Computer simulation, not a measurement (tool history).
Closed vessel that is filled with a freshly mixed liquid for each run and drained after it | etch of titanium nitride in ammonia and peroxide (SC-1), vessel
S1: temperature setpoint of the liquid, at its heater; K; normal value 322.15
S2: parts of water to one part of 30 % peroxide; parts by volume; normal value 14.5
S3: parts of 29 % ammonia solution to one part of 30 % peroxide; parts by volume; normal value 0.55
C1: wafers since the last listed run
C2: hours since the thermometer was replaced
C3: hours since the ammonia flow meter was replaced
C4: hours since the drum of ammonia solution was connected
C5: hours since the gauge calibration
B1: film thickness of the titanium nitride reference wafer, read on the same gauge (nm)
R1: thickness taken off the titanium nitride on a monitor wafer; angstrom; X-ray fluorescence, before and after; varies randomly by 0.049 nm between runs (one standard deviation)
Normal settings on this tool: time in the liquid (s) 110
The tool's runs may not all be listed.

run 1 hour=0 | S1=322.15 S2=14.5 S3=0.55 time_in_the_liquid_(s)=110 | C1=0 C2=1359.7 C3=1798.9 C4=363 C5=421.6 | B1=120.02 | R1=54.9
run 2 hour=15.3 | S1=322.15 S2=14.5 S3=0.55 time_in_the_liquid_(s)=110 | C1=1610 C2=1375 C3=1814.2 C4=378.3 C5=436.9 | B1=119.98 | R1=55.5
run 3 hour=26.9 | S1=322.15 S2=14.5 S3=0.55 time_in_the_liquid_(s)=110 | C1=1221 C2=1386.6 C3=1825.8 C4=389.9 C5=448.5 | B1=120.02 | R1=55.2
run 4 hour=36.3 | S1=322.15 S2=14.5 S3=0.55 time_in_the_liquid_(s)=110 | C1=989 C2=1396 C3=1835.2 C4=399.3 C5=457.9 | B1=119.96 | R1=54
run 5 hour=49.1 | S1=315.65 S2=14.5 S3=0.55 time_in_the_liquid_(s)=110 | C1=1347 C2=1408.8 C3=1848 C4=412.1 C5=470.7 | B1=120 | R1=33.7
run 6 hour=59.5 | S1=322.15 S2=14.5 S3=0.55 time_in_the_liquid_(s)=110 | C1=1094 C2=1419.2 C3=1858.4 C4=422.5 C5=481.1 | B1=120.03 | R1=54.5
run 7 hour=75.4 | S1=322.15 S2=14.5 S3=0.75 time_in_the_liquid_(s)=110 | C1=1673 C2=1435.1 C3=1874.3 C4=438.4 C5=497 | B1=119.99 | R1=56.5
run 8 hour=90.3 | S1=322.15 S2=14.5 S3=0.75 time_in_the_liquid_(s)=110 | C1=1568 C2=1450 C3=1889.2 C4=453.3 C5=511.9 | B1=120.01 | R1=57
-- hour=91.4 ammonia flow meter replaced
run 9 hour=97.2 | S1=322.15 S2=14.5 S3=0.55 time_in_the_liquid_(s)=110 | C1=621 C2=1456.9 C3=5.8 C4=460.2 C5=518.8 | B1=119.97 | R1=53.2
run 10 hour=104.5 | S1=322.15 S2=14.5 S3=0.55 time_in_the_liquid_(s)=65 | C1=768 C2=1464.2 C3=13.1 C4=467.5 C5=526.1 | B1=119.99 | R1=31.6
-- hour=105 gauge calibrated
run 11 hour=118.1 | S1=316.65 S2=19.5 S3=0.35 time_in_the_liquid_(s)=155 | C1=1431 C2=1477.8 C3=26.7 C4=481.1 C5=13.1 | B1=119.99 | R1=40
run 12 hour=131.8 | S1=317.65 S2=18 S3=0.55 time_in_the_liquid_(s)=45 | C1=1442 C2=1491.5 C3=40.4 C4=494.8 C5=26.8 | B1=120 | R1=14
run 13 hour=141.4 | S1=322.15 S2=14.5 S3=0.75 time_in_the_liquid_(s)=60 | C1=1010 C2=1501.1 C3=50 C4=504.4 C5=36.4 | B1=120 | R1=31
run 14 hour=157.2 | S1=326.65 S2=20 S3=0.55 time_in_the_liquid_(s)=165 | C1=1663 C2=1516.9 C3=65.8 C4=520.2 C5=52.2 | B1=120.02 | R1=92.3
run 15 hour=170.2 | S1=329.65 S2=14.5 S3=0.35 time_in_the_liquid_(s)=110 | C1=1368 C2=1529.9 C3=78.8 C4=533.2 C5=65.2 | B1=120 | R1=82.9
-- hour=181.7 new drum of ammonia solution connected
run 16 hour=186.1 | S1=322.15 S2=14.5 S3=0.55 time_in_the_liquid_(s)=110 | C1=1568 C2=1545.8 C3=94.7 C4=4.4 C5=81.1 | B1=119.99 | R1=53.4
-- hour=198.2 thermometer replaced
run 17 hour=198.7 | S1=322.15 S2=18.5 S3=0.55 time_in_the_liquid_(s)=110 | C1=1221 C2=0.5 C3=107.3 C4=17 C5=93.7 | B1=120.04 | R1=55.1
run 18 hour=211.6 | S1=322.15 S2=14.5 S3=0.55 time_in_the_liquid_(s)=60 | C1=1357 C2=13.4 C3=120.2 C4=29.9 C5=106.6 | B1=119.97 | R1=34.7
run 19 hour=225.7 | S1=313.15 S2=14.5 S3=0.25 time_in_the_liquid_(s)=110 | C1=1484 C2=27.5 C3=134.3 C4=44 C5=120.7 | B1=120.05 | R1=28.8
run 20 hour=241.5 | S1=322.15 S2=14.5 S3=0.55 time_in_the_liquid_(s)=110 | C1=1663 C2=43.3 C3=150.1 C4=59.8 C5=136.5 | B1=119.97 | R1=63.7
run 21 hour=248 | S1=326.15 S2=16.5 S3=0.35 time_in_the_liquid_(s)=145 | C1=684 C2=49.8 C3=156.6 C4=66.3 C5=143 | B1=120.03 | R1=94.1
run 22 hour=262.2 | S1=322.15 S2=14.5 S3=0.55 time_in_the_liquid_(s)=110 | C1=1494 C2=64 C3=170.8 C4=80.5 C5=157.2 | B1=119.99 | R1=63.5
run 23 hour=299.8 | S1=322.15 S2=14.5 S3=0.55 time_in_the_liquid_(s)=60 | C1=3957 C2=101.6 C3=208.4 C4=118.1 C5=194.8 | B1=120.03 | R1=33.9
run 24 hour=308 | S1=322.15 S2=16.5 S3=0.4 time_in_the_liquid_(s)=165 | C1=863 C2=109.8 C3=216.6 C4=126.3 C5=203 | B1=120.02 | R1=82.7
run 25 hour=324.3 | S1=329.15 S2=9 S3=0.7 time_in_the_liquid_(s)=165 | C1=1715 C2=126.1 C3=232.9 C4=142.6 C5=219.3 | B1=119.98 | R1=202.6
run 26 hour=339.6 | S1=322.15 S2=14.5 S3=0.4 time_in_the_liquid_(s)=160 | C1=1610 C2=141.4 C3=248.2 C4=157.9 C5=234.6 | B1=120.01 | R1=86
run 27 hour=352.2 | S1=319.65 S2=14.5 S3=0.55 time_in_the_liquid_(s)=110 | C1=1326 C2=154 C3=260.8 C4=170.5 C5=247.2 | B1=119.96 | R1=51.9
run 28 hour=365.3 | S1=322.15 S2=17 S3=0.45 time_in_the_liquid_(s)=90 | C1=1378 C2=167.1 C3=273.9 C4=183.6 C5=260.3 | B1=119.99 | R1=45
run 29 hour=382.5 | S1=322.15 S2=14.5 S3=0.55 time_in_the_liquid_(s)=110 | C1=1810 C2=184.3 C3=291.1 C4=200.8 C5=277.5 | B1=120.01 | R1=62.1

Exercise: give the hidden state of the tool at every run:
ammonia flow above the setpoint (%): 0 at every run
ammonia solution weaker than its label (%): 0 at every run
gauge reads high (%): 0 at every run
H1: liquid colder than its thermometer reads (K)
run=1 H1=2.22
run=2 H1=2.24
run=3 H1=2.26
run=4 H1=2.28
run=5 H1=2.3
run=6 H1=2.31
run=7 H1=2.33
run=8 H1=2.36
run=9 H1=2.37
run=10 H1=2.38
run=11 H1=2.4
run=12 H1=2.42
run=13 H1=2.43
run=14 H1=2.46
run=15 H1=2.48
run=16 H1=2.5
run=17 H1=0.107
run=18 H1=0.127
run=19 H1=0.148
run=20 H1=0.171
run=21 H1=0.181
run=22 H1=0.202
run=23 H1=0.258
run=24 H1=0.271
run=25 H1=0.295
run=26 H1=0.318
run=27 H1=0.337
run=28 H1=0.356
run=29 H1=0.382
